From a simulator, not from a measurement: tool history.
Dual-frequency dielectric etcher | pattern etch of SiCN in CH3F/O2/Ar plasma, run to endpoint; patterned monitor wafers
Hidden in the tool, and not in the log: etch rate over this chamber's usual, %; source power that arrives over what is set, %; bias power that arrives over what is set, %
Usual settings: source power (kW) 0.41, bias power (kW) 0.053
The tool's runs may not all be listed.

run   hour  source power (kW)  bias power (kW)  wafers since the last listed run  hours since the last wet clean  hours since the last source power generator calibration  hours since the last bias power generator calibration  hours since the last upper electrode change  incoming incoming film thickness, nm  endpoint time (s)
  1      0               0.41            0.053                                 0                           380.1                                                   4049.4                                                 3988.2                                       5264.5                                  9.32                 29
  2     28               0.41            0.053                               422                           408.1                                                   4077.4                                                 4016.2                                       5292.5                                  9.25               28.5
  3   63.1               0.41            0.053                               529                           443.2                                                   4112.5                                                 4051.3                                       5327.6                                  9.27                 29
  4   81.2               0.35            0.053                               272                           461.3                                                   4130.6                                                 4069.4                                       5345.7                                  9.31               30.2
  5  114.9               0.35            0.053                               508                             495                                                   4164.3                                                 4103.1                                       5379.4                                  9.27               29.9
  6  128.4               0.35            0.053                               203                           508.5                                                   4177.8                                                 4116.6                                       5392.9                                   9.3               30.4
  7  142.1               0.35             0.05                               206                           522.2                                                   4191.5                                                 4130.3                                       5406.6                                  9.23               30.5
  8  166.2               0.41            0.053                               363                           546.3                                                   4215.6                                                 4154.4                                       5430.7                                  9.27               28.5
     196.9  -- wet clean of the chamber
  9  201.3               0.41            0.053                               167                             4.4                                                   4250.7                                                 4189.5                                       5465.8                                  9.26               28.4
 10  219.9               0.41            0.053                               280                              23                                                   4269.3                                                 4208.1                                       5484.4                                  9.33               28.5
 11  246.2               0.41            0.053                               396                            49.3                                                   4295.6                                                 4234.4                                       5510.7                                  9.29               28.7
 12    275               0.31            0.041                               434                            78.1                                                   4324.4                                                 4263.2                                       5539.5                                  9.35               33.7
     299.6  -- upper electrode replaced
 13  300.1               0.36            0.044                                16                           103.2                                                   4349.5                                                 4288.3                                          0.5                                  9.28               31.2
 14  318.5               0.31            0.045                               277                           121.6                                                   4367.9                                                 4306.7                                         18.9                                  9.34               32.8
 15  338.1               0.48            0.049                               295                           141.2                                                   4387.5                                                 4326.3                                         38.5                                  9.32               27.9
 16  362.6               0.32            0.058                               369                           165.7                                                     4412                                                 4350.8                                           63                                  9.44               30.6
 17    393               0.34            0.041                               458                           196.1                                                   4442.4                                                 4381.2                                         93.4                                   9.3               32.6
     415.5  -- bias power generator calibrated
 18  475.1               0.41            0.053                              1177                           278.2                                                   4524.5                                                   59.6                                        175.5                                  9.16               28.3
     479.1  -- source power generator calibrated
 19  499.2               0.35            0.045                               303                           302.3                                                     20.1                                                   83.7                                        199.6                                   9.4               31.5
 20  535.1               0.37            0.043                               541                           338.2                                                       56                                                  119.6                                        235.5                                  9.25               30.8
 21  570.7               0.41            0.053                               536                           373.8                                                     91.6                                                  155.2                                        271.1                                   9.4               29.3
 22  594.6               0.37             0.06                               360                           397.7                                                    115.5                                                  179.1                                          295                                  9.23               28.4
 23  607.1               0.44            0.044                               188                           410.2                                                      128                                                  191.6                                        307.5                                  9.22               29.3

Hidden state at the last listed run before each entry between runs and at the first one after, where it differs:
Between runs 8 and 9: wet clean of the chamber (hour 196.9)
  no hidden state differs between the two runs
Between runs 12 and 13: upper electrode replaced (hour 299.6)
  no hidden state differs between the two runs
Between runs 17 and 18: bias power generator calibrated (hour 415.5)
  no hidden state differs between the two runs
Between runs 18 and 19: source power generator calibrated (hour 479.1)
  no hidden state differs between the two runs
